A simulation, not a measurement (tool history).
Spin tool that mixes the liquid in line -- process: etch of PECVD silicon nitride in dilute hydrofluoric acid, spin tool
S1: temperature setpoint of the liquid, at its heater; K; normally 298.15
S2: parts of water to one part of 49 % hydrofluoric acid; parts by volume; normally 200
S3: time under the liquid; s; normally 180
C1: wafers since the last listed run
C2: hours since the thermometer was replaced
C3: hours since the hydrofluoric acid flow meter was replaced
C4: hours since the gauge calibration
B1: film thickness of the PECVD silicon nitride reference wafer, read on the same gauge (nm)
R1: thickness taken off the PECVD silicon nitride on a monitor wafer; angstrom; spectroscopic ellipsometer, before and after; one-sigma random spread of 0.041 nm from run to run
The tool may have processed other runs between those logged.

| run | hour | S1 | S2 | S3 | C1 | C2 | C3 | C4 | B1 | R1 |
|---|---|---|---|---|---|---|---|---|---|---|
| 1 | 0 | 298.15 | 220 | 130 | 0 | 2019.1 | 853.7 | 1811.3 | 64.072 | 22.85 |
| 2 | 30.8 | 298.15 | 200 | 180 | 154 | 2049.9 | 884.5 | 1842.1 | 64.184 | 34.23 |
| 3 | 61.7 | 298.15 | 200 | 220 | 155 | 2080.8 | 915.4 | 1873 | 64.31 | 41.72 |
| 4 | 97.7 | 298.15 | 200 | 220 | 181 | 2116.8 | 951.4 | 1909 | 64.435 | 42.14 |
| 5 | 158.4 | 298.15 | 120 | 180 | 305 | 2177.5 | 1012.1 | 1969.7 | 64.658 | 56.61 |
| 6 | 196.6 | 298.15 | 120 | 180 | 192 | 2215.7 | 1050.3 | 2007.9 | 64.841 | 59.86 |
| 7 | 222.4 | 298.15 | 120 | 180 | 129 | 2241.5 | 1076.1 | 2033.7 | 64.931 | 57.63 |
| 8 | 258.1 | 298.15 | 200 | 180 | 179 | 2277.2 | 1111.8 | 2069.4 | 65.088 | 34.93 |
| 9 | 285.7 | 298.15 | 200 | 180 | 138 | 2304.8 | 1139.4 | 2097 | 65.184 | 35.4 |
| 10 | 330.9 | 298.15 | 200 | 180 | 227 | 2350 | 1184.6 | 2142.2 | 65.353 | 35.25 |
| 11 | 405.8 | 298.15 | 200 | 180 | 376 | 2424.9 | 1259.5 | 2217.1 | 65.653 | 34.88 |
| 12 | 433.8 | 303.15 | 280 | 105 | 140 | 2452.9 | 1287.5 | 2245.1 | 65.77 | 20.11 |
| 13 | 464.2 | 293.65 | 200 | 105 | 152 | 2483.3 | 1317.9 | 2275.5 | 65.946 | 15.48 |
| 14 | 520.5 | 298.15 | 200 | 180 | 283 | 2539.6 | 1374.2 | 2331.8 | 66.138 | 36.06 |
|  | 540.3 | hydrofluoric acid flow meter replaced |
| 15 | 552.9 | 300.15 | 235 | 95 | 157 | 2572 | 12.6 | 2364.2 | 66.314 | 17.73 |
| 16 | 605.6 | 298.15 | 200 | 95 | 264 | 2624.7 | 65.3 | 2416.9 | 66.579 | 19.14 |
| 17 | 666.7 | 300.65 | 230 | 220 | 307 | 2685.8 | 126.4 | 2478 | 66.88 | 44.04 |
| 18 | 714.5 | 298.15 | 200 | 180 | 240 | 2733.6 | 174.2 | 2525.8 | 67.104 | 35.95 |
| 19 | 776.3 | 298.15 | 200 | 180 | 310 | 2795.4 | 236 | 2587.6 | 67.435 | 36.34 |
| 20 | 845.3 | 298.15 | 200 | 220 | 346 | 2864.4 | 305 | 2656.6 | 67.776 | 44.15 |
|  | 891 | thermometer replaced |
| 21 | 905.2 | 298.15 | 200 | 180 | 296 | 14.2 | 364.9 | 2716.5 | 68.068 | 36.44 |
|  | 929.7 | gauge calibrated |
| 22 | 965.8 | 296.15 | 130 | 145 | 304 | 74.8 | 425.5 | 36.1 | 59.769 | 34.99 |
| 23 | 1023 | 298.15 | 170 | 180 | 287 | 132 | 482.7 | 93.3 | 59.788 | 37.8 |
| 24 | 1090.8 | 296.65 | 155 | 180 | 340 | 199.8 | 550.5 | 161.1 | 59.799 | 38.65 |
| 25 | 1148.4 | 302.15 | 200 | 180 | 289 | 257.4 | 608.1 | 218.7 | 59.825 | 41.11 |
| 26 | 1220.2 | 298.15 | 200 | 180 | 361 | 329.2 | 679.9 | 290.5 | 59.872 | 32.63 |
| 27 | 1249.9 | 298.15 | 200 | 180 | 149 | 358.9 | 709.6 | 320.2 | 59.892 | 31.95 |
| 28 | 1309.9 | 298.15 | 200 | 180 | 301 | 418.9 | 769.6 | 380.2 | 59.922 | 31.87 |
| 29 | 1349.9 | 298.15 | 200 | 140 | 201 | 458.9 | 809.6 | 420.2 | 59.945 | 25.33 |
| 30 | 1413.8 | 298.15 | 200 | 90 | 321 | 522.8 | 873.5 | 484.1 | 60.015 | 16.35 |
| 31 | 1445.6 | 298.15 | 200 | 180 | 159 | 554.6 | 905.3 | 515.9 | 60.026 | 32.4 |
| 32 | 1474.5 | 296.15 | 200 | 95 | 145 | 583.5 | 934.2 | 544.8 | 60.034 | 15.19 |
| 33 | 1529.7 | 294.15 | 200 | 100 | 277 | 638.7 | 989.4 | 600 | 60.132 | 14.06 |

For each entry between runs, how does the tool's hidden state at the last listed run before it compare with that at the first listed run after it?
After run 14, before run 15: hydrofluoric acid flow meter replaced (hour 540.3)
  gauge reads high (%): 10.3 -> 10.6
  measured value less the no-hidden-state value, R1: +3.37 -> +1.69 angstrom
After run 20, before run 21: thermometer replaced (hour 891)
  gauge reads high (%): 12.9 -> 13.5
  measured value less the no-hidden-state value, R1: +5.06 -> +4.33 angstrom
After run 21, before run 22: gauge calibrated (hour 929.7)
  gauge reads high (%): 13.5 -> -0.361
  measured value less the no-hidden-state value, R1: +4.33 -> -0.12 angstrom
